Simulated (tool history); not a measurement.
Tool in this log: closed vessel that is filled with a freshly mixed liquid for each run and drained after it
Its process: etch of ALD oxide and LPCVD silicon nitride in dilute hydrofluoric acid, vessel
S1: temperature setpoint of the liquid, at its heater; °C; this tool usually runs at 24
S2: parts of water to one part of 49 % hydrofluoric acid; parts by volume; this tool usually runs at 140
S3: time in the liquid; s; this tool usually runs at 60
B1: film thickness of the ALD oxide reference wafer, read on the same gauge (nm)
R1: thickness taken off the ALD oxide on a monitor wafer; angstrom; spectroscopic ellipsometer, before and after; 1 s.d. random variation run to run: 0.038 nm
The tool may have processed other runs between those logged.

{"run": 1, "hour": 0.0, "S1": 24, "S2": 140, "S3": 60, "B1": 100, "R1": 112.4}
{"hour": 45.4, "done": "thermometer replaced"}
{"run": 2, "hour": 52.5, "S1": 24, "S2": 140, "S3": 45, "B1": 100, "R1": 84.3}
{"run": 3, "hour": 113.2, "S1": 21, "S2": 140, "S3": 30, "B1": 100.01, "R1": 50.1}
{"run": 4, "hour": 198.6, "S1": 24, "S2": 115, "S3": 60, "B1": 100, "R1": 141.1}
{"run": 5, "hour": 238.3, "S1": 20, "S2": 185, "S3": 35, "B1": 99.98, "R1": 40.5}
{"run": 6, "hour": 287.5, "S1": 24, "S2": 140, "S3": 60, "B1": 100.02, "R1": 112.8}
{"run": 7, "hour": 321.5, "S1": 26, "S2": 140, "S3": 60, "B1": 99.99, "R1": 120.4}
{"run": 8, "hour": 489.0, "S1": 24, "S2": 140, "S3": 40, "B1": 100.01, "R1": 74.4}
{"run": 9, "hour": 526.7, "S1": 24, "S2": 140, "S3": 60, "B1": 100, "R1": 111.7}
{"run": 10, "hour": 573.8, "S1": 24, "S2": 140, "S3": 60, "B1": 99.99, "R1": 111.6}
{"hour": 652.1, "done": "hydrofluoric acid flow meter replaced"}
{"hour": 658.1, "done": "gauge calibrated"}
{"run": 11, "hour": 755.6, "S1": 22.5, "S2": 200, "S3": 75, "B1": 100, "R1": 88.6}
{"run": 12, "hour": 795.6, "S1": 24, "S2": 140, "S3": 60, "B1": 100, "R1": 115.2}
{"run": 13, "hour": 859.5, "S1": 24, "S2": 140, "S3": 60, "B1": 100, "R1": 114.7}
{"run": 14, "hour": 900.6, "S1": 25.5, "S2": 140, "S3": 75, "B1": 99.99, "R1": 152.3}
{"run": 15, "hour": 932.3, "S1": 24, "S2": 140, "S3": 85, "B1": 100.01, "R1": 162}
{"run": 16, "hour": 1002.2, "S1": 22, "S2": 70, "S3": 60, "B1": 100, "R1": 229.7}
{"run": 17, "hour": 1067.9, "S1": 22, "S2": 115, "S3": 60, "B1": 100.02, "R1": 133.4}
{"run": 18, "hour": 1110.4, "S1": 21.5, "S2": 205, "S3": 75, "B1": 99.99, "R1": 82.3}
{"run": 19, "hour": 1177.7, "S1": 24, "S2": 140, "S3": 60, "B1": 99.98, "R1": 114}
{"run": 20, "hour": 1216.2, "S1": 26.5, "S2": 180, "S3": 40, "B1": 99.99, "R1": 62.2}
{"run": 21, "hour": 1273.1, "S1": 21.5, "S2": 140, "S3": 90, "B1": 99.99, "R1": 155.3}
{"run": 22, "hour": 1334.1, "S1": 24, "S2": 140, "S3": 70, "B1": 99.99, "R1": 132.6}
{"run": 23, "hour": 1456.6, "S1": 24, "S2": 140, "S3": 50, "B1": 100.03, "R1": 94.7}
{"run": 24, "hour": 1486.5, "S1": 21, "S2": 140, "S3": 45, "B1": 100, "R1": 75.4}
{"run": 25, "hour": 1515.0, "S1": 24, "S2": 70, "S3": 60, "B1": 100.03, "R1": 247.2}
{"run": 26, "hour": 1670.0, "S1": 22.5, "S2": 70, "S3": 60, "B1": 100.01, "R1": 232.7}

For each run, what was the tool's unlogged condition?
liquid hotter than its thermometer reads (K): 0 across all the runs
gauge reads high (%): 0 across all the runs
H1: hydrofluoric acid flow below the setpoint (%)
run=1 H1=1.79
run=2 H1=1.86
run=3 H1=1.95
run=4 H1=2.07
run=5 H1=2.12
run=6 H1=2.19
run=7 H1=2.24
run=8 H1=2.47
run=9 H1=2.53
run=10 H1=2.59
run=11 H1=0.32
run=12 H1=0.376
run=13 H1=0.466
run=14 H1=0.523
run=15 H1=0.568
run=16 H1=0.665
run=17 H1=0.757
run=18 H1=0.817
run=19 H1=0.911
run=20 H1=0.965
run=21 H1=1.04
run=22 H1=1.13
run=23 H1=1.3
run=24 H1=1.34
run=25 H1=1.38
run=26 H1=1.6

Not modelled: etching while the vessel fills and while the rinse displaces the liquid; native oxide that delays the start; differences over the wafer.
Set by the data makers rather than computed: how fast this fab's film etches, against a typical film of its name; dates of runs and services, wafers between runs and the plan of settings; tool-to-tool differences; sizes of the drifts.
